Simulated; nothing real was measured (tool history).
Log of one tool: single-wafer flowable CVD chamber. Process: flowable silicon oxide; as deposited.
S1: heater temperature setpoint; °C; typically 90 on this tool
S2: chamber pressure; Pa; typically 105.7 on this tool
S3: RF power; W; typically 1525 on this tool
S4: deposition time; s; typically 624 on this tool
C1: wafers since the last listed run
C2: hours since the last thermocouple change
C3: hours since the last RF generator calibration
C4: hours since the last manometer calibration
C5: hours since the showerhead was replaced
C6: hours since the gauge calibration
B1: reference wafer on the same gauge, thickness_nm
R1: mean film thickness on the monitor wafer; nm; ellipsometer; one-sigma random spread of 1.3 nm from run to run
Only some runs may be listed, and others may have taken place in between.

| run | day | S1 | S2 | S3 | S4 | C1 | C2 | C3 | C4 | C5 | C6 | B1 | R1 |
|---|---|---|---|---|---|---|---|---|---|---|---|---|---|
| 1 | 0.000 | 90 | 96.0 | 1525 | 624 | 0 | 1554.5 | 1957.7 | 1795.5 | 5146.2 | 77.1 | 532.195 | 452.739 |
| 2 | 1.296 | 90 | 96.0 | 1525 | 624 | 105 | 1585.6 | 1988.8 | 1826.6 | 5177.3 | 108.2 | 531.623 | 452.926 |
| 3 | 5.692 | 90 | 105.7 | 1525 | 624 | 357 | 1691.1 | 2094.3 | 1932.1 | 5282.8 | 213.7 | 531.373 | 499.924 |
|  | 7.188 | RF generator calibrated |
| 4 | 7.208 | 90 | 105.7 | 1385 | 624 | 96 | 1727.5 | 0.5 | 1968.5 | 5319.2 | 250.1 | 531.969 | 489.513 |
|  | 7.729 | gauge calibrated |
| 5 | 7.946 | 96 | 105.7 | 1525 | 624 | 59 | 1745.2 | 18.2 | 1986.2 | 5336.9 | 5.2 | 531.938 | 417.027 |
| 6 | 9.225 | 96 | 105.7 | 1525 | 624 | 103 | 1775.9 | 48.9 | 2016.9 | 5367.6 | 35.9 | 531.842 | 420.081 |
| 7 | 10.392 | 96 | 105.7 | 1525 | 624 | 94 | 1803.9 | 76.9 | 2044.9 | 5395.6 | 63.9 | 532.490 | 419.654 |
|  | 11.171 | capacitance manometer re-zeroed and calibrated |
| 8 | 11.192 | 90 | 105.7 | 1525 | 624 | 37 | 1823.1 | 96.1 | 0.5 | 5414.8 | 83.1 | 531.833 | 476.167 |
| 9 | 12.367 | 90 | 105.7 | 1425 | 624 | 95 | 1851.3 | 124.3 | 28.7 | 5443.0 | 111.3 | 532.833 | 468.453 |
| 10 | 13.817 | 90 | 115.6 | 1525 | 624 | 117 | 1886.1 | 159.1 | 63.5 | 5477.8 | 146.1 | 532.013 | 518.459 |
|  | 14.475 | showerhead replaced |
| 11 | 14.496 | 90 | 105.7 | 1525 | 710 | 28 | 1902.4 | 175.4 | 79.8 | 0.5 | 162.4 | 532.532 | 541.591 |
|  | 15.742 | thermocouple changed; heater temperature recalibrated |
| 12 | 15.762 | 90 | 105.7 | 1715 | 708 | 75 | 0.5 | 205.8 | 110.2 | 30.9 | 192.8 | 532.503 | 551.847 |
| 13 | 16.058 | 96 | 105.7 | 1525 | 624 | 24 | 7.6 | 212.9 | 117.3 | 38.0 | 199.9 | 532.367 | 399.834 |
| 14 | 16.892 | 90 | 105.7 | 1525 | 624 | 67 | 27.6 | 232.9 | 137.3 | 58.0 | 219.9 | 532.055 | 477.015 |
| 15 | 17.946 | 90 | 105.7 | 1525 | 709 | 85 | 52.9 | 258.2 | 162.6 | 83.3 | 245.2 | 532.208 | 542.980 |
| 16 | 18.871 | 90 | 105.7 | 1410 | 624 | 75 | 75.1 | 280.4 | 184.8 | 105.5 | 267.4 | 532.077 | 470.839 |
|  | 19.358 | gauge calibrated |
| 17 | 20.296 | 101 | 105.7 | 1525 | 714 | 115 | 109.3 | 314.6 | 219.0 | 139.7 | 22.5 | 531.827 | 397.029 |

Predict each of these 3 candidate next runs independently; none follows another, all start after run 17:
| A | 20.321 | 90 | 105.7 | 1225 | 624 | 2 | 109.9 | 315.2 | 219.6 | 140.3 | 23.1 | ? | ? |
| B | 20.321 | 90 | 124.8 | 1410 | 624 | 2 | 109.9 | 315.2 | 219.6 | 140.3 | 23.1 | ? | ? |
| C | 20.321 | 101 | 126.8 | 1785 | 624 | 2 | 109.9 | 315.2 | 219.6 | 140.3 | 23.1 | ? | ? |

| run | B1 | R1 |
|---|---|---|
| A | 531.807 | 457.034 |
| B | 531.807 | 554.735 |
| C | 531.807 | 428.179 |
With the hidden condition removed and each run's random variation left untouched, the same runs would have given:
| run | R1 |
|---|---|
| A | 449.683 |
| B | 546.412 |
| C | 421.756 |
